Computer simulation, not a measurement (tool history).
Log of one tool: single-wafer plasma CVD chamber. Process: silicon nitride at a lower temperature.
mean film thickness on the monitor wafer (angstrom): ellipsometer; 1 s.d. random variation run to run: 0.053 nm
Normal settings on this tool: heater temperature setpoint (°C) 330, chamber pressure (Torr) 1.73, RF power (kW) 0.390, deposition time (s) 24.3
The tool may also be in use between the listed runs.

run,hour,heater temperature setpoint (°C),chamber pressure (Torr),RF power (kW),deposition time (s),"read-back reference wafer on the same gauge, thickness_nm",mean film thickness on the monitor wafer (angstrom)
1,0.0,330,1.73,0.390,24.3,34.691,336.95
2,26.3,330,1.73,0.390,24.3,34.703,335.58
3,59.0,330,1.73,0.390,22.2,34.699,307.14
4,85.6,330,1.73,0.390,24.3,34.701,335.83
5,101.6,330,1.73,0.390,24.3,34.700,336.01
6,136.7,330,1.73,0.390,24.3,34.702,335.47
# hour 145.7: capacitance manometer re-zeroed and calibrated
7,149.5,330,1.73,0.390,24.3,34.705,335.33
# hour 158.7: gauge calibrated
8,166.5,330,1.73,0.410,24.3,34.720,342.88
# hour 196.4: RF generator calibrated
9,196.9,330,1.73,0.390,24.3,34.689,347.61
10,214.8,330,1.73,0.390,24.3,34.697,345.94
# hour 240.4: showerhead replaced
11,240.7,330,1.73,0.350,24.3,34.691,331.07
12,269.3,342,1.45,0.455,19.5,34.704,282.99
# hour 296.7: thermocouple changed; heater temperature recalibrated
13,297.2,339,1.73,0.340,27.9,34.700,371.46
14,317.5,330,1.73,0.390,24.3,34.697,347.20
15,341.8,345,1.73,0.390,24.3,34.711,344.19
16,364.6,330,1.89,0.390,24.3,34.692,354.79
17,388.7,330,1.58,0.390,27.0,34.688,375.08
18,415.6,330,1.98,0.390,20.6,34.700,303.98
19,441.2,330,1.73,0.390,24.3,34.696,345.48

3 ways to go on from here, each from the tool as it stands after run 19. What would each give?
A,441.6,330,1.95,0.390,24.3,?,?
B,441.6,330,1.56,0.390,24.3,?,?
C,441.6,339,1.41,0.315,24.3,?,?

run,"read-back reference wafer on the same gauge, thickness_nm",mean film thickness on the monitor wafer (angstrom)
A,34.693,357.31
B,34.693,336.35
C,34.693,295.92
Take away the tool's hidden state, keep each run's random variation, and the runs would have read:
run,mean film thickness on the monitor wafer (angstrom)
A,359.15
B,338.08
C,297.44
